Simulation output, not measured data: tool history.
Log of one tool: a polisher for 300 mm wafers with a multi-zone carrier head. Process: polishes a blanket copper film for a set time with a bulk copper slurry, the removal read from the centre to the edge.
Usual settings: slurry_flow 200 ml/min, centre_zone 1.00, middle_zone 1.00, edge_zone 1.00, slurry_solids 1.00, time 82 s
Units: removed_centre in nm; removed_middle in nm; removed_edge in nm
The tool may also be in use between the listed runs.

run,hour,slurry_flow,centre_zone,middle_zone,edge_zone,slurry_solids,time,"incoming thickness of the incoming film, nm",removed_centre,removed_middle,removed_edge
1,0.0,200,1.00,1.00,1.00,1.00,82,4111.1,664.8,699.2,700.0
2,11.9,160,1.09,1.00,0.96,1.00,82,4135.2,677.9,672.0,662.8
# hour 19.6: carrier head's membrane replaced by a new one
3,26.9,200,1.00,0.94,1.00,0.90,82,4147.8,632.0,647.9,671.0
# hour 37.1: slurry nozzle cleaned
4,42.0,200,1.00,1.00,1.00,0.75,60,4122.3,473.5,502.1,488.6
5,51.6,200,1.00,1.00,1.00,1.00,82,4186.9,688.6,733.2,703.7
6,64.5,200,1.00,1.00,1.03,1.00,82,4147.7,688.3,735.4,734.8
7,77.2,200,1.00,1.00,1.00,1.00,82,4204.7,674.5,730.9,719.6
8,94.8,255,1.00,1.11,1.00,1.00,74,4230.9,629.0,749.1,668.9
9,104.9,200,1.07,1.00,1.10,1.25,82,4140.4,757.0,769.6,793.2
10,116.5,270,1.00,1.00,1.00,1.00,82,4148.0,712.5,755.6,724.2
11,129.7,200,1.08,1.10,1.10,1.00,95,4173.1,828.9,918.8,863.9
12,141.4,200,1.09,1.00,1.00,1.20,82,4180.0,750.5,768.3,728.6
13,156.2,170,1.00,1.00,0.97,1.10,82,4184.9,666.0,734.4,717.3
# hour 163.1: worn pad replaced by a new one
14,171.8,200,0.91,1.04,1.00,0.90,82,4217.5,587.3,732.1,682.3

Run 15 comes next. What will it give?
15,188.1,200,0.95,1.00,1.00,0.85,82,4194.4,?,?,?

removed_centre: 611.2 nm
removed_middle: 696.6 nm
removed_edge: 692.9 nm
Without the tool's hidden state the same run would have given removed_centre 642.7 nm, removed_middle 705.5 nm, removed_edge 699.5 nm.
